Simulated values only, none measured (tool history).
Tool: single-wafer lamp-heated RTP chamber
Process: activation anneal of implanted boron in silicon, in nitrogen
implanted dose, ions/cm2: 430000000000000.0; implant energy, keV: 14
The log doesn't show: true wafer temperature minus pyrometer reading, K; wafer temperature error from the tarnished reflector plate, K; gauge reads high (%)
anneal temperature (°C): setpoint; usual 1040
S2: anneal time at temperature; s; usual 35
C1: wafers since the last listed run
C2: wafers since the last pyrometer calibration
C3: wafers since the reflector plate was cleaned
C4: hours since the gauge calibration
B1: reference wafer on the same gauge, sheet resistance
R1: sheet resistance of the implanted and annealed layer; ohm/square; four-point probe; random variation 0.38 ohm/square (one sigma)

Run 1, hour 0: usual settings; C1 0; C2 6232; C3 5661; C4 35.2; B1 221.08. Result: R1 250.83 ohm/square.
Run 2, hour 11.1: usual settings; C1 101; C2 6334; C3 5763; C4 46.3; B1 221.02. Result: R1 251.31 ohm/square.
Run 3, hour 22.8: usual settings; C1 107; C2 6441; C3 5870; C4 58; B1 221.02. Result: R1 252.01 ohm/square.
Run 4, hour 39.2: usual settings; C1 150; C2 6591; C3 6020; C4 74.4; B1 221.01. Result: R1 251.78 ohm/square.
Run 5, hour 47.3: usual settings; C1 74; C2 6666; C3 6094; C4 82.5; B1 220.94. Result: R1 250.92 ohm/square.
Run 6, hour 53.9: usual settings; C1 60; C2 6726; C3 6155; C4 89.1; B1 221. Result: R1 251.14 ohm/square.
Run 7, hour 69.5: usual settings; C1 142; C2 6869; C3 6297; C4 104.7; B1 221.06. Result: R1 251.24 ohm/square.
Run 8, hour 83.4: usual settings; C1 127; C2 6996; C3 6425; C4 118.6; B1 221.05. Result: R1 251.37 ohm/square.
At hour 93.8: pyrometer window cleaned and pyrometer calibrated.
Run 9, hour 94.9: usual settings; C1 32; C2 9; C3 6457; C4 130.1; B1 220.98. Result: R1 251.75 ohm/square.
Run 10, hour 104.7: usual settings; C1 89; C2 99; C3 6546; C4 139.9; B1 221.08. Result: R1 251.46 ohm/square.
Run 11, hour 112.3: usual settings; C1 69; C2 169; C3 6616; C4 147.5; B1 221.05. Result: R1 251.26 ohm/square.
Run 12, hour 126.9: usual settings but anneal temperature (°C) 1030; C1 133; C2 303; C3 6750; C4 162.1; B1 220.99. Result: R1 252.51 ohm/square.
Run 13, hour 140.3: usual settings but anneal temperature (°C) 1056; C1 122; C2 425; C3 6872; C4 175.5; B1 220.99. Result: R1 250.03 ohm/square.
Run 14, hour 191.6: usual settings but anneal temperature (°C) 1015, S2 15 s; C1 469; C2 895; C3 7342; C4 226.8; B1 221.03. Result: R1 256 ohm/square.
Run 15, hour 207.8: usual settings; C1 148; C2 1043; C3 7491; C4 243; B1 220.94. Result: R1 251.74 ohm/square.
Run 16, hour 214.2: usual settings; C1 58; C2 1102; C3 7549; C4 249.4; B1 220.89. Result: R1 251.53 ohm/square.
Run 17, hour 229.8: usual settings; C1 142; C2 1245; C3 7692; C4 265; B1 221.1. Result: R1 251.52 ohm/square.
Run 18, hour 242.2: usual settings; C1 113; C2 1358; C3 7806; C4 277.4; B1 221.05. Result: R1 251.49 ohm/square.
Run 19, hour 252.5: usual settings; C1 94; C2 1453; C3 7900; C4 287.7; B1 220.96. Result: R1 250.84 ohm/square.
Run 20, hour 262.1: usual settings but anneal temperature (°C) 1018, S2 25 s; C1 87; C2 1540; C3 7988; C4 297.3; B1 220.92. Result: R1 254.48 ohm/square.
Run 21, hour 276.4: usual settings but anneal temperature (°C) 1060, S2 51 s; C1 130; C2 1671; C3 8119; C4 311.6; B1 221.04. Result: R1 247.74 ohm/square.
Run 22, hour 288.7: usual settings but anneal temperature (°C) 1025, S2 29 s; C1 112; C2 1784; C3 8231; C4 323.9; B1 221.06. Result: R1 253.82 ohm/square.
Run 23, hour 301.2: usual settings but anneal temperature (°C) 1067, S2 49 s; C1 114; C2 1899; C3 8346; C4 336.4; B1 220.97. Result: R1 247.49 ohm/square.
Run 24, hour 313.2: usual settings; C1 109; C2 2008; C3 8456; C4 348.4; B1 221. Result: R1 251.96 ohm/square.
At hour 327.9: reflector plate cleaned.
Run 25, hour 330.4: usual settings but anneal temperature (°C) 1054, S2 22 s; C1 84; C2 2093; C3 23; C4 365.6; B1 220.93. Result: R1 251.96 ohm/square.
Run 26, hour 339.6: usual settings but S2 29 s; C1 84; C2 2177; C3 107; C4 374.8; B1 220.96. Result: R1 251.93 ohm/square.
Run 27, hour 378.6: usual settings but anneal temperature (°C) 1058, S2 55 s; C1 357; C2 2534; C3 464; C4 413.8; B1 221.01. Result: R1 247.98 ohm/square.
Run 28, hour 388.5: usual settings but anneal temperature (°C) 1023; C1 90; C2 2625; C3 555; C4 423.7; B1 221.06. Result: R1 253.21 ohm/square.
At hour 392.7: gauge calibrated.
Run 29, hour 400: usual settings; C1 105; C2 2730; C3 660; C4 7.3; B1 221.01. Result: R1 251.06 ohm/square.
Run 30, hour 409.2: usual settings but anneal temperature (°C) 1051, S2 15 s; C1 84; C2 2814; C3 744; C4 16.5; B1 221.03. Result: R1 252.68 ohm/square.
Run 31, hour 424.1: usual settings; C1 136; C2 2951; C3 881; C4 31.4; B1 220.88. Result: R1 251.56 ohm/square.
Run 32, hour 436.9: usual settings; C1 117; C2 3068; C3 998; C4 44.2; B1 220.96. Result: R1 251.73 ohm/square.
Run 33, hour 448.4: usual settings; C1 105; C2 3173; C3 1103; C4 55.7; B1 220.99. Result: R1 252.01 ohm/square.
Run 34, hour 464: usual settings but anneal temperature (°C) 1064, S2 17 s; C1 142; C2 3316; C3 1246; C4 71.3; B1 220.95. Result: R1 252.1 ohm/square.
Run 35, hour 478.9: usual settings but anneal temperature (°C) 1028; C1 136; C2 3452; C3 1382; C4 86.2; B1 221.01. Result: R1 252.1 ohm/square.
Run 36, hour 527.1: usual settings but anneal temperature (°C) 1019, S2 40 s; C1 441; C2 3894; C3 1824; C4 134.4; B1 221.07. Result: R1 253.03 ohm/square.
Run 37, hour 536: usual settings but anneal temperature (°C) 1056, S2 24 s; C1 81; C2 3975; C3 1905; C4 143.3; B1 221.03. Result: R1 252.15 ohm/square.

Forecast each of these 4 alternatives for the next run:
Run A, hour 536.4: usual settings but anneal temperature (°C) 1031; C1 3; C2 3979; C3 1909; C4 143.7; B1 ?. Result: R1 ?.
Run B, hour 536.4: usual settings but anneal temperature (°C) 1018, S2 55 s; C1 3; C2 3979; C3 1909; C4 143.7; B1 ?. Result: R1 ?.
Run C, hour 536.4: usual settings but anneal temperature (°C) 1025, S2 46 s; C1 3; C2 3979; C3 1909; C4 143.7; B1 ?. Result: R1 ?.
Run D, hour 536.4: usual settings but anneal temperature (°C) 1026, S2 49 s; C1 3; C2 3979; C3 1909; C4 143.7; B1 ?. Result: R1 ?.

run      B1      R1
  A  221.03  253.18
  B  221.03  252.95
  C  221.03   252.8
  D  221.03  252.45
Without the tool's hidden state the same runs would have given:
run      R1
  A  253.18
  B  252.95
  C   252.8
  D  252.45

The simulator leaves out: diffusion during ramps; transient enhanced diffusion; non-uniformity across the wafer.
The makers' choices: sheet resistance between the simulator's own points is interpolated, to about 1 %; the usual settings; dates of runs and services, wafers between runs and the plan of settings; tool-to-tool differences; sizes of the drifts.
